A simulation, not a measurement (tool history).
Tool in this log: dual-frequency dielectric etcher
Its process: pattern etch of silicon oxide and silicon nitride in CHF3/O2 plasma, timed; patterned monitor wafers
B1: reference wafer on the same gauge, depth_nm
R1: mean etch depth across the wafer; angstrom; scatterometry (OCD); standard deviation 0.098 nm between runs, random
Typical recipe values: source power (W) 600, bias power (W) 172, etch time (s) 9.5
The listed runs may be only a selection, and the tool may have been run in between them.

Run 1, hour 0: usual settings but source power (W) 650; B1 17.54. Result: R1 150.2 angstrom.
At hour 44.6: wet clean of the chamber.
Run 2, hour 95: usual settings but source power (W) 650; B1 17.46. Result: R1 152.5 angstrom.
Run 3, hour 145.6: usual settings; B1 17.5. Result: R1 145.7 angstrom.
Run 4, hour 184.6: usual settings; B1 17.48. Result: R1 147.4 angstrom.
Run 5, hour 224: usual settings; B1 17.48. Result: R1 145 angstrom.
Run 6, hour 307.7: usual settings; B1 17.5. Result: R1 146.6 angstrom.
Run 7, hour 374.4: usual settings; B1 17.49. Result: R1 146 angstrom.
Run 8, hour 442.9: usual settings; B1 17.49. Result: R1 146.2 angstrom.
Run 9, hour 492.3: usual settings; B1 17.55. Result: R1 145.8 angstrom.
At hour 560.2: wet clean of the chamber.
Run 10, hour 560.7: usual settings; B1 17.51. Result: R1 146.4 angstrom.
Run 11, hour 664.3: usual settings but bias power (W) 195; B1 17.46. Result: R1 150.4 angstrom.
At hour 765: upper electrode replaced.
Run 12, hour 765.5: usual settings but bias power (W) 195; B1 17.5. Result: R1 151.2 angstrom.
Run 13, hour 845.9: usual settings but bias power (W) 140; B1 17.52. Result: R1 137.7 angstrom.
Run 14, hour 911.8: usual settings; B1 17.49. Result: R1 147.6 angstrom.
Run 15, hour 994: usual settings but bias power (W) 201, etch time (s) 7; B1 17.5. Result: R1 110.9 angstrom.
Run 16, hour 1034.7: usual settings but bias power (W) 201, etch time (s) 7.5; B1 17.48. Result: R1 120.3 angstrom.
At hour 1049.8: source power generator calibrated.
At hour 1068.5: wet clean of the chamber.
Run 17, hour 1091.6: usual settings but bias power (W) 195; B1 17.54. Result: R1 151.6 angstrom.
Run 18, hour 1196.6: usual settings but bias power (W) 139, etch time (s) 8.5; B1 17.51. Result: R1 125.3 angstrom.
Run 19, hour 1235.9: usual settings; B1 17.48. Result: R1 147.7 angstrom.
Run 20, hour 1298.5: usual settings but source power (W) 700, bias power (W) 148, etch time (s) 8; B1 17.51. Result: R1 126.7 angstrom.
Run 21, hour 1357.7: usual settings but source power (W) 540, bias power (W) 190, etch time (s) 8; B1 17.48. Result: R1 121.1 angstrom.
Run 22, hour 1397.2: usual settings but source power (W) 740, bias power (W) 198, etch time (s) 12.5; B1 17.49. Result: R1 215.2 angstrom.
At hour 1430.2: bias power generator calibrated.
At hour 1517.8: gauge calibrated.
At hour 1661.3: wet clean of the chamber.
Run 23, hour 1661.8: usual settings; B1 17.51. Result: R1 145.9 angstrom.
Run 24, hour 1742.1: usual settings but source power (W) 480, bias power (W) 208, etch time (s) 7.5; B1 17.48. Result: R1 112.5 angstrom.
Run 25, hour 1781.2: usual settings; B1 17.48. Result: R1 146.8 angstrom.
Run 26, hour 1887.6: usual settings; B1 17.49. Result: R1 147.2 angstrom.
Run 27, hour 1995.1: usual settings but source power (W) 690, bias power (W) 133, etch time (s) 12; B1 17.53. Result: R1 181.5 angstrom.
Run 28, hour 2056.8: usual settings but source power (W) 650, etch time (s) 11; B1 17.45. Result: R1 173.2 angstrom.
Run 29, hour 2163.2: usual settings but source power (W) 710, bias power (W) 137, etch time (s) 12.5; B1 17.52. Result: R1 194.7 angstrom.
At hour 2217.7: wet clean of the chamber.
Run 30, hour 2236.6: usual settings but bias power (W) 212; B1 17.48. Result: R1 154.2 angstrom.

Each row is a separate what-if for the run after 30, all from the same tool condition, not one after another. Results?
Run A, hour 2237: usual settings but bias power (W) 137; B1 ?. Result: R1 ?.
Run B, hour 2237: usual settings but source power (W) 700, etch time (s) 12; B1 ?. Result: R1 ?.
Run C, hour 2237: usual settings but source power (W) 740; B1 ?. Result: R1 ?.

run     B1     R1
  A  17.51  138.7
  B  17.51  196.5
  C  17.51  158.8
With no hidden state in the tool, these same runs would have given:
run     R1
  A  138.7
  B  196.5
  C  158.8

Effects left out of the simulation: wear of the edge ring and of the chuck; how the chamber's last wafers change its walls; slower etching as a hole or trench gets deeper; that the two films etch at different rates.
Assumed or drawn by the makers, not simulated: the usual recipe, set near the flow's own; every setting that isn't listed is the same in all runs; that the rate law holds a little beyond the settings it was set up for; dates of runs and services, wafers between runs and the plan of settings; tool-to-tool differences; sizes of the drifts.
